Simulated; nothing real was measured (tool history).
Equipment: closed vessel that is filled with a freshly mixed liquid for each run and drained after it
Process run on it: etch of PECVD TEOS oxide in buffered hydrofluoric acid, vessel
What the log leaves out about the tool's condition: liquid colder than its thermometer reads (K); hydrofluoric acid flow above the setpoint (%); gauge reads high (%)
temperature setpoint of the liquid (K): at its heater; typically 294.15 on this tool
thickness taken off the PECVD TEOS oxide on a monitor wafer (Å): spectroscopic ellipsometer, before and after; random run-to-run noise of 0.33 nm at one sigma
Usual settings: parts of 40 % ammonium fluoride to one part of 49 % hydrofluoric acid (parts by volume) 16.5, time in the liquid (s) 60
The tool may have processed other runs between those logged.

run	hour	temperature setpoint of the liquid (K)	parts of 40 % ammonium fluoride to one part of 49 % hydrofluoric acid (parts by volume)	time in the liquid (s)	wafers since the last listed run	hours since the thermometer was replaced	hours since the hydrofluoric acid flow meter was replaced	hours since the gauge calibration	read-back film thickness of the PECVD TEOS oxide reference wafer, read on the same gauge (nm)	thickness taken off the PECVD TEOS oxide on a monitor wafer (Å)
1	0	294.15	16.5	60	0	51.3	970.8	1709.1	50.01	625.7
2	51.3	294.15	16.5	60	3724	102.6	1022.1	1760.4	50	622.7
3	91.4	294.15	16.5	60	2911	142.7	1062.2	1800.5	50	628.3
# hour 95.3: hydrofluoric acid flow meter replaced
4	117.2	294.15	16.5	60	1800	168.5	21.9	1826.3	50	627.8
5	162.9	296.15	16.5	45	3318	214.2	67.6	1872	50.01	527.7
6	203.2	292.15	16.5	60	2926	254.5	107.9	1912.3	49.99	554.7
7	256.9	292.15	16.5	60	3898	308.2	161.6	1966	50.01	554.2
8	303.3	294.15	16.5	60	3368	354.6	208	2012.4	50.01	617.2
9	346.7	294.15	16.5	60	3151	398	251.4	2055.8	49.99	617.7
10	415.6	294.15	16.5	60	5002	466.9	320.3	2124.7	49.99	622
11	479.9	294.15	16.5	60	4668	531.2	384.6	2189	50.04	622.3
12	523.2	291.65	19.5	80	3143	574.5	427.9	2232.3	49.99	607.1
13	551.5	292.15	16.5	40	2054	602.8	456.2	2260.6	50.03	368.7
14	598.2	296.15	19	40	3390	649.5	502.9	2307.3	50.02	400.9
15	790.2	294.15	16.5	60	13940	841.5	694.9	2499.3	50	614.6
16	816.9	294.15	16.5	60	1938	868.2	721.6	2526	49.99	611.2
# hour 821.1: gauge calibrated
17	841.9	294.15	12	60	1815	893.2	746.6	20.8	50.02	842
18	867.5	298.15	16.5	60	1858	918.8	772.2	46.4	50.01	761
19	907.9	298.65	16.5	60	2933	959.2	812.6	86.8	50.02	785.2
20	950.4	294.15	16.5	60	3085	1001.7	855.1	129.3	50	615.8
21	1015.9	294.15	20.5	40	4755	1067.2	920.6	194.8	50	331.2
22	1079.4	294.15	21.5	70	4610	1130.7	984.1	258.3	50	556
23	1118.1	297.65	13	30	2809	1169.4	1022.8	297	49.99	464.4
24	1173.9	294.15	16.5	60	4051	1225.2	1078.6	352.8	50.01	603.9
25	1239.5	294.15	19	60	4762	1290.8	1144.2	418.4	49.99	526.5
26	1271	294.15	16.5	60	2287	1322.3	1175.7	449.9	49.99	607
# hour 1281.7: hydrofluoric acid flow meter replaced
27	1323.8	294.15	16.5	60	3760	1375.1	42.1	502.7	50.02	610.2
28	1453.3	294.15	14.5	90	9402	1504.6	171.6	632.2	50	1034.9
29	1522.2	291.15	13	30	5002	1573.5	240.5	701.1	50.02	322.2
30	1591.7	294.15	16.5	60	5046	1643	310	770.6	50.03	601.5
31	1645.1	297.65	18.5	85	3877	1696.4	363.4	824	50	920.6
32	1694.4	294.15	16.5	60	3579	1745.7	412.7	873.3	49.99	598.8

Across each entry between runs, compare the hidden state at the last listed run before it with the hidden state at the first listed run after it:
Between runs 3 and 4: hydrofluoric acid flow meter replaced (hour 95.3)
  liquid colder than its thermometer reads (K): 0.163 -> 0.174
  measured value less the no-hidden-state value, thickness taken off the PECVD TEOS oxide on a monitor wafer (Å): -5.7 -> -5.9
Between runs 16 and 17: gauge calibrated (hour 821.1)
  liquid colder than its thermometer reads (K): 0.493 -> 0.504
  measured value less the no-hidden-state value, thickness taken off the PECVD TEOS oxide on a monitor wafer (Å): -16.9 -> -23.8
Between runs 26 and 27: hydrofluoric acid flow meter replaced (hour 1281.7)
  liquid colder than its thermometer reads (K): 0.7 -> 0.724
  measured value less the no-hidden-state value, thickness taken off the PECVD TEOS oxide on a monitor wafer (Å): -24.2 -> -25
